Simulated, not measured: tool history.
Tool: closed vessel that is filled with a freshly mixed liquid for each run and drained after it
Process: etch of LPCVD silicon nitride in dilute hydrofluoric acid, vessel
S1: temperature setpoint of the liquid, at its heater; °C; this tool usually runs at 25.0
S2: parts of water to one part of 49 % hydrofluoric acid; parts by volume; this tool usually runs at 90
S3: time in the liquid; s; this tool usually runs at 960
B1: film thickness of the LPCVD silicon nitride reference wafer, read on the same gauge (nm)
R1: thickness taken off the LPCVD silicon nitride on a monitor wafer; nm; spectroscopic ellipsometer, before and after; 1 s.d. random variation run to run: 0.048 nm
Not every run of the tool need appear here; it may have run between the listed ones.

run    hour    S1   S2    S3     B1    R1
  1     0.0  25.0   90  1390  70.04  7.48
  2    95.7  25.0   90  1390  70.05  7.46
  3   154.1  25.0   90  1390  69.96  7.42
  4   233.0  25.0   90   960  70.04  5.19
  5   487.0  25.0   90   960  69.98  5.07
      667.0  -- hydrofluoric acid flow meter replaced
  6   668.3  25.0   90   960  70.01  5.11
      688.0  -- thermometer replaced
  7   764.8  25.0   90   960  70.03  5.14
  8   824.4  25.0   90   960  69.99  5.16
  9   883.2  25.0  115   960  69.95  4.07
      911.2  -- gauge calibrated
 10   978.9  25.0  115   960  70.01  4.03
 11  1060.8  25.0  115   960  69.98  4.08
 12  1145.1  25.0   90   960  70.02  5.14
 13  1251.7  25.0   90   960  70.03  5.11
 14  1329.6  28.0  105   960  69.97  5.37
 15  1379.6  26.5   90   390  69.94  2.30
 16  1530.5  29.5  115  1245  70.03  7.05
 17  1572.5  25.0   90   960  70.00  5.07
 18  1609.6  25.0   90  1130  69.98  5.99
 19  1662.0  25.0   90   960  70.02  5.11
 20  1737.9  25.0   90   960  70.04  5.08
 21  1817.8  25.0   90   960  70.02  5.02
 22  1881.1  28.5  110   960  70.03  5.20
 23  1986.1  21.5   90   590  70.00  2.48
     2011.7  -- hydrofluoric acid flow meter replaced
 24  2090.6  29.0   65   960  69.98  9.16
 25  2160.0  20.5  125   960  70.01  2.77
 26  2253.5  25.0   90   960  69.99  5.18
 27  2332.6  29.5   90  1165  70.01  8.29
 28  2409.3  21.5   60  1495  70.00  9.43
 29  2471.8  26.5   75   960  69.98  6.68
 30  2770.1  25.0   90   960  69.96  5.14
 31  2844.9  25.0   90   960  69.97  5.12
 32  2902.5  21.5  115  1400  70.00  4.65
 33  3009.9  29.0   70   960  69.97  8.63

Hidden state, per run?
liquid hotter than its thermometer reads (K): 0, the same for each run
hydrofluoric acid flow below the setpoint (%): 0, the same for each run
gauge reads high (%): 0, the same for each run
